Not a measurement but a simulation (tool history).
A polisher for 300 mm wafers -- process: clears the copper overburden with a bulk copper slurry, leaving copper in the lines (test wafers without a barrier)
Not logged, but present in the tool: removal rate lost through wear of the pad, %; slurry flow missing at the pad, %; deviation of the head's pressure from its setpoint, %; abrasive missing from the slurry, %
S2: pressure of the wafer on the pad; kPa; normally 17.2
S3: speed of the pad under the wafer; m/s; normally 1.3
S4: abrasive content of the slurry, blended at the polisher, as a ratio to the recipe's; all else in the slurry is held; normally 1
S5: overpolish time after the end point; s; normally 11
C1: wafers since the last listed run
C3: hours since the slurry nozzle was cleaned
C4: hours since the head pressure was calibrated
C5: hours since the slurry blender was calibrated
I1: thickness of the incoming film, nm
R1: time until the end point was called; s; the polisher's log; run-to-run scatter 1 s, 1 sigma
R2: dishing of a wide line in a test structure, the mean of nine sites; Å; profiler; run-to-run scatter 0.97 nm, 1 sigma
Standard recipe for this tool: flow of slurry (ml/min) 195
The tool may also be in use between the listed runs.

run 1 hour=0 | flow_of_slurry_(ml/min)=195 S2=19.3 S3=1.3 S4=1 S5=11 | C1=0 wafers_polished_on_this_pad=81 C3=224.8 C4=665.5 C5=46.8 | I1=624 | R1=52 R2=642
run 2 hour=9.9 | flow_of_slurry_(ml/min)=195 S2=19.3 S3=1.3 S4=1 S5=11 | C1=102 wafers_polished_on_this_pad=184 C3=234.7 C4=675.4 C5=56.7 | I1=616.8 | R1=49.9 R2=660
run 3 hour=20.9 | flow_of_slurry_(ml/min)=195 S2=17.2 S3=1.3 S4=1 S5=11 | C1=114 wafers_polished_on_this_pad=298 C3=245.7 C4=686.4 C5=67.7 | I1=631.4 | R1=58.4 R2=578
run 4 hour=36.6 | flow_of_slurry_(ml/min)=195 S2=17.2 S3=1.3 S4=1 S5=11 | C1=162 wafers_polished_on_this_pad=461 C3=261.4 C4=702.1 C5=83.4 | I1=617.4 | R1=54.8 R2=600
run 5 hour=44.1 | flow_of_slurry_(ml/min)=195 S2=17.2 S3=1.12 S4=1 S5=11 | C1=77 wafers_polished_on_this_pad=539 C3=268.9 C4=709.6 C5=90.9 | I1=613.7 | R1=64.5 R2=529
-- hour=53.8 worn pad replaced by a new one
run 6 hour=54.3 | flow_of_slurry_(ml/min)=195 S2=17.2 S3=1.12 S4=1 S5=11 | C1=64 wafers_polished_on_this_pad=5 C3=279.1 C4=719.8 C5=101.1 | I1=612.2 | R1=62.4 R2=538
run 7 hour=65.3 | flow_of_slurry_(ml/min)=195 S2=13.8 S3=1.3 S4=1 S5=11 | C1=114 wafers_polished_on_this_pad=119 C3=290.1 C4=730.8 C5=112.1 | I1=615.7 | R1=68.8 R2=481
run 8 hour=79.8 | flow_of_slurry_(ml/min)=195 S2=17.2 S3=1.3 S4=1 S5=11 | C1=150 wafers_polished_on_this_pad=269 C3=304.6 C4=745.3 C5=126.6 | I1=615.2 | R1=56.6 R2=585
run 9 hour=86.7 | flow_of_slurry_(ml/min)=195 S2=17.2 S3=1.3 S4=1 S5=11 | C1=71 wafers_polished_on_this_pad=341 C3=311.5 C4=752.2 C5=133.5 | I1=612.7 | R1=57.6 R2=597
run 10 hour=100.9 | flow_of_slurry_(ml/min)=195 S2=17.2 S3=1.3 S4=1 S5=11 | C1=147 wafers_polished_on_this_pad=489 C3=325.7 C4=766.4 C5=147.7 | I1=611.9 | R1=56.7 R2=580
run 11 hour=113 | flow_of_slurry_(ml/min)=195 S2=17.2 S3=1.3 S4=1 S5=11 | C1=125 wafers_polished_on_this_pad=614 C3=337.8 C4=778.5 C5=159.8 | I1=611.8 | R1=56.8 R2=566
-- hour=121.4 worn pad replaced by a new one
run 12 hour=125.9 | flow_of_slurry_(ml/min)=145 S2=17.2 S3=1.6 S4=0.9 S5=11 | C1=92 wafers_polished_on_this_pad=47 C3=350.7 C4=791.4 C5=172.7 | I1=617.7 | R1=47.6 R2=664
-- hour=137 slurry nozzle cleaned
run 13 hour=143.8 | flow_of_slurry_(ml/min)=195 S2=17.2 S3=0.98 S4=1 S5=11 | C1=175 wafers_polished_on_this_pad=222 C3=6.8 C4=809.3 C5=190.6 | I1=608.9 | R1=72.2 R2=473
run 14 hour=157.8 | flow_of_slurry_(ml/min)=195 S2=17.2 S3=1.3 S4=1.3 S5=17 | C1=145 wafers_polished_on_this_pad=367 C3=20.8 C4=823.3 C5=204.6 | I1=615 | R1=54.5 R2=801
-- hour=160.6 slurry blender recalibrated
run 15 hour=172.9 | flow_of_slurry_(ml/min)=195 S2=17.2 S3=1.3 S4=1 S5=11 | C1=135 wafers_polished_on_this_pad=503 C3=35.9 C4=838.4 C5=12.3 | I1=630.1 | R1=57.3 R2=582
-- hour=181.1 head pressure recalibrated
-- hour=189.3 worn pad replaced by a new one
run 16 hour=197.2 | flow_of_slurry_(ml/min)=195 S2=17.2 S3=1.3 S4=1.1 S5=11 | C1=189 wafers_polished_on_this_pad=82 C3=60.2 C4=16.1 C5=36.6 | I1=626.1 | R1=54.4 R2=602
run 17 hour=214.3 | flow_of_slurry_(ml/min)=195 S2=17.2 S3=1.3 S4=1 S5=11 | C1=177 wafers_polished_on_this_pad=259 C3=77.3 C4=33.2 C5=53.7 | I1=623.4 | R1=57.2 R2=595
run 18 hour=236.5 | flow_of_slurry_(ml/min)=195 S2=17.2 S3=1.3 S4=1 S5=11 | C1=230 wafers_polished_on_this_pad=490 C3=99.5 C4=55.4 C5=75.9 | I1=626.2 | R1=58.1 R2=597
run 19 hour=253.2 | flow_of_slurry_(ml/min)=215 S2=22.8 S3=1.3 S4=1.25 S5=8 | C1=173 wafers_polished_on_this_pad=663 C3=116.2 C4=72.1 C5=92.6 | I1=621.7 | R1=40.2 R2=613
-- hour=263 worn pad replaced by a new one
run 20 hour=265.6 | flow_of_slurry_(ml/min)=150 S2=17.2 S3=1.3 S4=0.7 S5=11 | C1=87 wafers_polished_on_this_pad=27 C3=128.6 C4=84.5 C5=105 | I1=625.3 | R1=63.1 R2=558
run 21 hour=273.1 | flow_of_slurry_(ml/min)=230 S2=22.1 S3=1.6 S4=1.1 S5=11 | C1=77 wafers_polished_on_this_pad=105 C3=136.1 C4=92 C5=112.5 | I1=623.4 | R1=34.2 R2=805

Entry by entry between the runs, the difference in hidden state between the last listed run before and the first listed run after:
Between runs 5 and 6: worn pad replaced by a new one (hour 53.8)
  nothing in the hidden state changes from one run to the other
Between runs 11 and 12: worn pad replaced by a new one (hour 121.4)
  nothing in the hidden state changes from one run to the other
Between runs 12 and 13: slurry nozzle cleaned (hour 137)
  nothing in the hidden state changes from one run to the other
Between runs 14 and 15: slurry blender recalibrated (hour 160.6)
  nothing in the hidden state changes from one run to the other
Between runs 15 and 16: head pressure recalibrated (hour 181.1); worn pad replaced by a new one (hour 189.3)
  nothing in the hidden state changes from one run to the other
Between runs 19 and 20: worn pad replaced by a new one (hour 263)
  nothing in the hidden state changes from one run to the other
